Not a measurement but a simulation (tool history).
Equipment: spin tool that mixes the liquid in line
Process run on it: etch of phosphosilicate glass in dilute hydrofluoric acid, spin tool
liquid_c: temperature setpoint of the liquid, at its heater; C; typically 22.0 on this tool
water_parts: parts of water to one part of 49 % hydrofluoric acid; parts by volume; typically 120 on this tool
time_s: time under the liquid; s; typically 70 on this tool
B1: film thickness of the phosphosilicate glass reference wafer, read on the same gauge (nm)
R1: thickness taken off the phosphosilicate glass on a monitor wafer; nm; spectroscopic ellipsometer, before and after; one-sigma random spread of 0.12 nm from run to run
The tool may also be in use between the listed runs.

Run 1, day 0.000: usual settings; B1 150.00. Result: R1 41.57 nm.
Run 2, day 0.562: usual settings; B1 150.00. Result: R1 41.48 nm.
Run 3, day 0.825: usual settings; B1 149.99. Result: R1 41.58 nm.
Run 4, day 1.275: usual settings; B1 150.02. Result: R1 41.73 nm.
Run 5, day 1.700: usual settings; B1 149.99. Result: R1 41.40 nm.
Run 6, day 2.112: usual settings; B1 150.01. Result: R1 41.88 nm.
Run 7, day 2.708: usual settings; B1 150.00. Result: R1 41.81 nm.
Run 8, day 2.979: usual settings but water_parts 100 parts by volume, time_s 45 s; B1 150.03. Result: R1 32.98 nm.
Run 9, day 3.662: usual settings but liquid_c 20.0 C, water_parts 100 parts by volume; B1 150.01. Result: R1 47.65 nm.
Run 10, day 4.258: usual settings but liquid_c 20.0 C, water_parts 100 parts by volume; B1 150.00. Result: R1 47.89 nm.
At day 4.512: gauge calibrated.
Run 11, day 4.883: usual settings but liquid_c 20.0 C, water_parts 100 parts by volume; B1 150.01. Result: R1 47.62 nm.
Run 12, day 5.358: usual settings but time_s 90 s; B1 150.02. Result: R1 54.59 nm.
At day 5.767: thermometer replaced.
Run 13, day 6.033: usual settings but water_parts 105 parts by volume, time_s 45 s; B1 150.00. Result: R1 28.34 nm.
Run 14, day 6.596: usual settings but liquid_c 26.0 C; B1 150.00. Result: R1 44.82 nm.
Run 15, day 7.050: usual settings; B1 150.00. Result: R1 38.12 nm.
Run 16, day 7.783: usual settings but liquid_c 18.5 C; B1 150.02. Result: R1 33.19 nm.
At day 7.854: hydrofluoric acid flow meter replaced.
Run 17, day 9.650: usual settings but water_parts 180 parts by volume, time_s 85 s; B1 149.99. Result: R1 26.59 nm.
Run 18, day 9.962: usual settings; B1 150.01. Result: R1 35.02 nm.
Run 19, day 10.296: usual settings but liquid_c 26.5 C, time_s 55 s; B1 150.00. Result: R1 32.39 nm.
Run 20, day 11.325: usual settings but liquid_c 25.5 C, water_parts 95 parts by volume, time_s 95 s; B1 150.00. Result: R1 70.90 nm.
Run 21, day 11.908: usual settings but liquid_c 24.0 C, water_parts 80 parts by volume, time_s 105 s; B1 149.98. Result: R1 89.40 nm.
Run 22, day 12.212: usual settings but liquid_c 25.5 C; B1 149.98. Result: R1 40.46 nm.
Run 23, day 12.504: usual settings; B1 150.01. Result: R1 35.01 nm.
At day 12.592: gauge calibrated.
Run 24, day 12.838: usual settings but liquid_c 17.5 C, water_parts 65 parts by volume, time_s 35 s; B1 150.02. Result: R1 28.68 nm.
Run 25, day 13.167: usual settings but time_s 50 s; B1 149.97. Result: R1 25.08 nm.

4 ways to go on from here, each from the tool as it stands after run 25. What would each give?
Run A, day 13.183: usual settings; B1 ?. Result: R1 ?.
Run B, day 13.183: usual settings but water_parts 95 parts by volume, time_s 105 s; B1 ?. Result: R1 ?.
Run C, day 13.183: usual settings but liquid_c 20.0 C, time_s 100 s; B1 ?. Result: R1 ?.
Run D, day 13.183: usual settings but liquid_c 26.5 C, water_parts 150 parts by volume, time_s 55 s; B1 ?. Result: R1 ?.

run      B1     R1
  A  150.00  35.07
  B  150.00  68.38
  C  150.00  46.25
  D  150.00  25.31
With no hidden state in the tool, these same runs would have given:
run     R1
  A  33.30
  B  64.94
  C  43.89
  D  24.03
